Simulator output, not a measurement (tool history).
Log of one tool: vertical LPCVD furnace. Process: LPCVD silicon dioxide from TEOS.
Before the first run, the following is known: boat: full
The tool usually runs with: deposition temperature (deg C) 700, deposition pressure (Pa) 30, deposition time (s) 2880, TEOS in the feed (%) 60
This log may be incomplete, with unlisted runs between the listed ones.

run     day  deposition temperature (deg C)  deposition pressure (Pa)  deposition time (s)  TEOS in the feed (%)  wafers since the last listed run  hours since the last temperature calibration  hours since the pressure gauge was zeroed  hours since the TEOS flow controller was replaced  hours since the gauge calibration  read-back reference wafer on the same gauge, thickness  film thickness on the monitor wafer in the middle of the boat (angstrom)
  1       0                             700                        30                 2880                    56                                 0                                        2179.4                                     2283.6                                             2816.1                             3250.4                                                  260.06                                                                    2836.9
  2     2.2                             700                        30                 2880                    60                               411                                        2232.2                                     2336.4                                             2868.9                             3303.2                                                  260.02                                                                    2955.3
  3   6.475                             700                        30                 2880                    60                               800                                        2334.8                                       2439                                             2971.5                             3405.8                                                  260.08                                                                    2962.5
      9.254  -- thermocouples replaced and temperature profile calibrated
  4    10.4                             700                        30                 2880                    60                               547                                          27.5                                     2533.2                                             3065.7                               3500                                                  259.92                                                                    2964.2
  5   14.25                             700                        28                 2880                    60                               720                                         119.9                                     2625.6                                             3158.1                             3592.4                                                  260.09                                                                    2893.3
     16.783  -- pressure gauge zeroed
  6  18.108                             700                        30                 2880                    65                               534                                         212.5                                       31.8                                             3250.7                               3685                                                   260.1                                                                    3019.5
  7  21.879                             700                        30                 2880                    65                               705                                           303                                      122.3                                             3341.2                             3775.5                                                  259.97                                                                    3055.4
  8  26.375                             706                        32                 2250                    57                               841                                         410.9                                      230.2                                             3449.1                             3883.4                                                  259.92                                                                      2640
  9  29.971                             700                        30                 2880                    67                               673                                         497.2                                      316.5                                             3535.4                             3969.7                                                  260.02                                                                    3082.6
 10  34.162                             700                        30                 3570                    60                               784                                         597.8                                      417.1                                               3636                             4070.3                                                  259.94                                                                      3610
     35.042  -- gauge calibrated
 11  36.562                             700                        30                 2880                    60                               449                                         655.4                                      474.7                                             3693.6                               36.5                                                  259.99                                                                      2917
 12  40.012                             708                        32                 2280                    49                               645                                         738.2                                      557.5                                             3776.4                              119.3                                                  259.86                                                                    2594.4
 13  42.417                             700                        30                 2880                    60                               449                                         795.9                                      615.2                                             3834.1                                177                                                  260.07                                                                    2894.1
     44.283  -- TEOS flow controller replaced
 14  51.412                             700                        30                 3870                    60                              1496                                        1011.8                                      831.1                                              171.1                              392.9                                                  259.93                                                                    3929.6
 15  53.412                             705                      24.7                 2880                    60                               374                                        1059.8                                      879.1                                              219.1                              440.9                                                  260.11                                                                      2981
 16  54.988                             700                        30                 2880                    60                               294                                        1097.6                                      916.9                                              256.9                              478.7                                                     260                                                                    2925.5
 17  57.192                             700                        30                 2880                    60                               412                                        1150.5                                      969.8                                              309.8                              531.6                                                  260.17                                                                    2924.5

Run 18 has not been measured yet. What should we expect?
 18  59.029                             700                        30                 2880                    53                               343                                        1194.6                                     1013.9                                              353.9                              575.7                                                       ?                                                                         ?

read-back reference wafer on the same gauge, thickness: 260.29
film thickness on the monitor wafer in the middle of the boat (angstrom): 2740.6
The same run, on a tool lacking any hidden state, would have yielded film thickness on the monitor wafer in the middle of the boat (angstrom) 2742.

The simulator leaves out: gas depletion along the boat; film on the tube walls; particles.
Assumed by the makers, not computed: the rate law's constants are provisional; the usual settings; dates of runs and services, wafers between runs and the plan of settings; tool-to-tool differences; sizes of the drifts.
